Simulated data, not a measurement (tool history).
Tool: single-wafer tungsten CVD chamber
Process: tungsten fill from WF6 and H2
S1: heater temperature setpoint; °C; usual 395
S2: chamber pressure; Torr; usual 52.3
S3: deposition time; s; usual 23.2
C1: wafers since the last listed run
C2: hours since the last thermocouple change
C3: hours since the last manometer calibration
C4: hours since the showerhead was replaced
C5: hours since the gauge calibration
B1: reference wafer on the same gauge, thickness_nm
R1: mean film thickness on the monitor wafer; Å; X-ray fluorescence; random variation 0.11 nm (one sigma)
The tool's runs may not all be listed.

run	day	S1	S2	S3	C1	C2	C3	C4	C5	B1	R1
1	0.000	399	52.3	23.2	0	1922.7	1106.7	7986.4	23.5	62.698	870.44
2	0.467	395	52.3	23.2	339	1933.9	1117.9	7997.6	34.7	62.697	820.36
3	0.967	395	52.3	23.2	363	1945.9	1129.9	8009.6	46.7	62.718	822.23
4	1.371	395	52.3	23.2	294	1955.6	1139.6	8019.3	56.4	62.674	819.79
5	1.771	395	52.3	23.2	290	1965.2	1149.2	8028.9	66.0	62.696	821.72
# day 2.308: capacitance manometer re-zeroed and calibrated
# day 2.588: thermocouple changed; heater temperature recalibrated
# day 2.850: showerhead replaced
6	2.871	395	52.3	23.2	165	6.8	13.5	0.5	92.4	62.720	758.88
7	2.883	395	52.3	23.2	9	7.1	13.8	0.8	92.7	62.723	756.32
8	2.996	388	43.4	25.4	81	9.8	16.5	3.5	95.4	62.700	628.75
9	3.458	395	52.3	25.3	336	20.9	27.6	14.6	106.5	62.729	827.78
# day 4.167: gauge calibrated
10	4.200	395	52.3	23.2	539	38.7	45.4	32.4	0.8	62.662	754.81
11	4.712	395	52.3	23.2	372	51.0	57.7	44.7	13.1	62.682	756.87
12	5.033	400	52.3	27.2	233	58.7	65.4	52.4	20.8	62.687	964.10
13	5.304	385	62.0	25.3	197	65.2	71.9	58.9	27.3	62.652	790.00
14	6.004	399	57.8	21.7	509	82.0	88.7	75.7	44.1	62.704	814.26

5 ways to go on from here, each from the tool as it stands after run 14. What would each give?
A	6.021	395	52.3	23.2	12	82.4	89.1	76.1	44.5	?	?
B	6.021	395	58.3	18.7	12	82.4	89.1	76.1	44.5	?	?
C	6.021	395	43.0	20.8	12	82.4	89.1	76.1	44.5	?	?
D	6.021	395	62.8	23.2	12	82.4	89.1	76.1	44.5	?	?
E	6.021	385	61.8	23.2	12	82.4	89.1	76.1	44.5	?	?

run	B1	R1
A	62.672	760.29
B	62.672	662.70
C	62.672	577.29
D	62.672	864.88
E	62.672	722.86
Without the tool's hidden state the same runs would have given:
run	R1
A	751.32
B	654.88
C	570.48
D	854.67
E	713.89

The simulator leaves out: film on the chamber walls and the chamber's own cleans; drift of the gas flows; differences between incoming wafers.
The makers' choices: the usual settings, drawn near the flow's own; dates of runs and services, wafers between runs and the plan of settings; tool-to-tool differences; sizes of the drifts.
